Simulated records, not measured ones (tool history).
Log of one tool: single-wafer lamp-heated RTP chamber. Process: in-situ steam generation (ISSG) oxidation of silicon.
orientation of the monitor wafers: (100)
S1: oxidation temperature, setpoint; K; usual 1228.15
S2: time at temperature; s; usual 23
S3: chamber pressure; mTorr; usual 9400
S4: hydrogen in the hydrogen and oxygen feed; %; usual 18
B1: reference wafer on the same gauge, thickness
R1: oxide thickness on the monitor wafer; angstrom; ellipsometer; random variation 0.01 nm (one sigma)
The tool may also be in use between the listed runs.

| run | hour | S1 | S2 | S3 | S4 | B1 | R1 |
|---|---|---|---|---|---|---|---|
| 1 | 0.0 | 1228.15 | 23 | 9400 | 18 | 4.293 | 47.97 |
| 2 | 29.6 | 1228.15 | 23 | 9400 | 18 | 4.297 | 47.93 |
|  | 43.6 | pressure gauge zeroed |
| 3 | 63.1 | 1228.15 | 23 | 8800 | 18 | 4.289 | 48.47 |
| 4 | 74.4 | 1228.15 | 23 | 8800 | 18 | 4.290 | 48.15 |
| 5 | 92.4 | 1228.15 | 23 | 8800 | 18 | 4.289 | 48.26 |
| 6 | 102.9 | 1228.15 | 20 | 9400 | 25 | 4.287 | 48.44 |
| 7 | 113.7 | 1228.15 | 23 | 9400 | 18 | 4.294 | 47.99 |
| 8 | 125.7 | 1228.15 | 23 | 9400 | 18 | 4.288 | 48.07 |
|  | 142.7 | hydrogen flow controller replaced |
| 9 | 143.2 | 1232.15 | 23 | 9400 | 18 | 4.290 | 48.71 |
| 10 | 155.2 | 1232.15 | 23 | 9400 | 18 | 4.287 | 48.83 |
| 11 | 170.8 | 1221.15 | 19 | 8500 | 15 | 4.287 | 42.00 |
| 12 | 183.6 | 1228.15 | 23 | 9400 | 27 | 4.285 | 52.42 |
| 13 | 191.0 | 1232.15 | 23 | 9400 | 18 | 4.290 | 49.04 |
| 14 | 206.5 | 1228.15 | 23 | 9400 | 18 | 4.287 | 48.01 |
| 15 | 220.7 | 1237.15 | 23 | 9400 | 18 | 4.288 | 49.77 |
| 16 | 235.1 | 1228.15 | 23 | 9400 | 18 | 4.295 | 48.01 |
|  | 253.0 | pyrometer window cleaned and pyrometer calibrated |
| 17 | 253.5 | 1241.15 | 23 | 9400 | 11 | 4.284 | 44.06 |
| 18 | 262.7 | 1228.15 | 23 | 9400 | 18 | 4.289 | 46.54 |
| 19 | 273.2 | 1228.15 | 23 | 9400 | 18 | 4.289 | 46.64 |
| 20 | 288.4 | 1212.15 | 23 | 9400 | 15 | 4.290 | 42.80 |
| 21 | 299.7 | 1223.15 | 29 | 10000 | 26 | 4.289 | 54.14 |
|  | 313.7 | gauge calibrated |
| 22 | 314.9 | 1228.15 | 18 | 8400 | 11 | 4.293 | 38.30 |
| 23 | 329.8 | 1210.15 | 31 | 8800 | 22 | 4.293 | 52.62 |
| 24 | 343.9 | 1228.15 | 23 | 9400 | 18 | 4.291 | 46.67 |
| 25 | 350.9 | 1222.15 | 23 | 9400 | 18 | 4.293 | 45.75 |
| 26 | 365.3 | 1241.15 | 23 | 8100 | 11 | 4.293 | 44.35 |
| 27 | 377.6 | 1228.15 | 23 | 10200 | 18 | 4.292 | 46.30 |
| 28 | 390.4 | 1246.15 | 16 | 10200 | 21 | 4.293 | 43.22 |
| 29 | 402.7 | 1228.15 | 23 | 9400 | 18 | 4.286 | 46.56 |
| 30 | 436.5 | 1234.15 | 16 | 9400 | 26 | 4.294 | 44.56 |

Forecast run 31:
| 31 | 450.1 | 1228.15 | 23 | 9400 | 18 | ? | ? |

{"run 31": {"B1": 4.286, "R1": 46.85}}
Without the tool's hidden state the same run would have given R1 46.51 angstrom.

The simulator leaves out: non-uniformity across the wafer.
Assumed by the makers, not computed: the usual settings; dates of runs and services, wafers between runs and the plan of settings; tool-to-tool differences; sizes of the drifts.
